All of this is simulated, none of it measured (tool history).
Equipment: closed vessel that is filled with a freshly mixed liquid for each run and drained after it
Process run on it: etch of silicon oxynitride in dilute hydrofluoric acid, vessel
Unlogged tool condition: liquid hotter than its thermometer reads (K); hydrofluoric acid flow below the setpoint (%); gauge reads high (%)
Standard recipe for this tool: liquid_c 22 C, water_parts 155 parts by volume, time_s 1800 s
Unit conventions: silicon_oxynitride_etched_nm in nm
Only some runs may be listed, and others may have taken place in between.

run,hour,liquid_c,water_parts,time_s,wafers since the last listed run,hours since the thermometer was replaced,hours since the hydrofluoric acid flow meter was replaced,hours since the gauge calibration,"read-back film thickness of the silicon oxynitride reference wafer, read on the same gauge (nm)",silicon_oxynitride_etched_nm
1,0,22,95,1800,0,1498.8,1576.6,439,120.01,41.73
2,7.7,22,155,1800,391,1506.5,1584.3,446.7,120.01,24.55
3,23.4,22,155,1800,797,1522.2,1600,462.4,120,24.52
4,41.1,22,155,1800,899,1539.9,1617.7,480.1,120.01,24.3
5,50.4,22,180,1800,472,1549.2,1627,489.4,119.99,20.7
6,68.4,22,215,1800,914,1567.2,1645,507.4,120.01,16.86
7,75.9,22,155,1800,380,1574.7,1652.5,514.9,120.01,24.55
# hour 79.5: thermometer replaced
8,93,22,130,1800,817,13.5,1669.6,532,120.01,27.75
9,110.1,22,130,1800,868,30.6,1686.7,549.1,120.02,27.46
10,122.9,22,155,1800,650,43.4,1699.5,561.9,120.01,22.54
11,136.3,22,155,1800,680,56.8,1712.9,575.3,119.99,22.64
12,153.9,22,155,1800,893,74.4,1730.5,592.9,119.99,22.54
13,168.6,22,195,1800,746,89.1,1745.2,607.6,119.99,17.37
14,178.8,26.5,120,1185,518,99.3,1755.4,617.8,120,24.52
# hour 197.8: gauge calibrated
15,213.3,20,155,1800,1752,133.8,1789.9,15.5,120.01,20.78
# hour 214.9: hydrofluoric acid flow meter replaced
16,229.6,24,115,1800,777,150.1,14.7,31.8,119.98,35.01
17,246.7,24.5,155,1800,868,167.2,31.8,48.9,119.99,25.6
18,259,22,155,1260,624,179.5,44.1,61.2,120,15.93
19,272,22,155,1800,660,192.5,57.1,74.2,120,22.81
20,283.8,22,195,1800,599,204.3,68.9,86,120.03,17.88
21,297.4,22,115,1800,690,217.9,82.5,99.6,120.02,31.88
22,333.5,18.5,80,820,1833,254,118.6,135.7,120.01,18.15
23,342.9,24,155,1800,477,263.4,128,145.1,120.01,25.12
24,353.5,22,155,1390,538,274,138.6,155.7,120.02,17.81
25,369.5,22,155,1800,812,290,154.6,171.7,120,22.87
26,376.2,20,125,1000,340,296.7,161.3,178.4,120,14.86
27,393.1,18.5,155,1800,858,313.6,178.2,195.3,120,19.78
28,402.2,22,180,2845,462,322.7,187.3,204.4,119.98,30.62
29,415.5,22,225,1800,675,336,200.6,217.7,119.98,15.03
30,423.3,22,215,1305,396,343.8,208.4,225.5,120,11.51
31,440.5,22,200,2605,873,361,225.6,242.7,120,25.24
32,457.2,22,155,1800,848,377.7,242.3,259.4,120,22.99
33,469.7,26.5,155,1800,634,390.2,254.8,271.9,119.99,28.26

For each run, what was the tool's unlogged condition?
hydrofluoric acid flow below the setpoint (%): 0 across all the runs
gauge reads high (%): 0 across all the runs
H1: liquid hotter than its thermometer reads (K)
run,H1
1,2.11
2,2.12
3,2.14
4,2.17
5,2.18
6,2.2
7,2.21
8,0.457
9,0.481
10,0.498
11,0.517
12,0.541
13,0.562
14,0.576
15,0.624
16,0.646
17,0.67
18,0.687
19,0.705
20,0.722
21,0.741
22,0.791
23,0.804
24,0.818
25,0.841
26,0.85
27,0.873
28,0.886
29,0.905
30,0.915
31,0.939
32,0.962
33,0.98
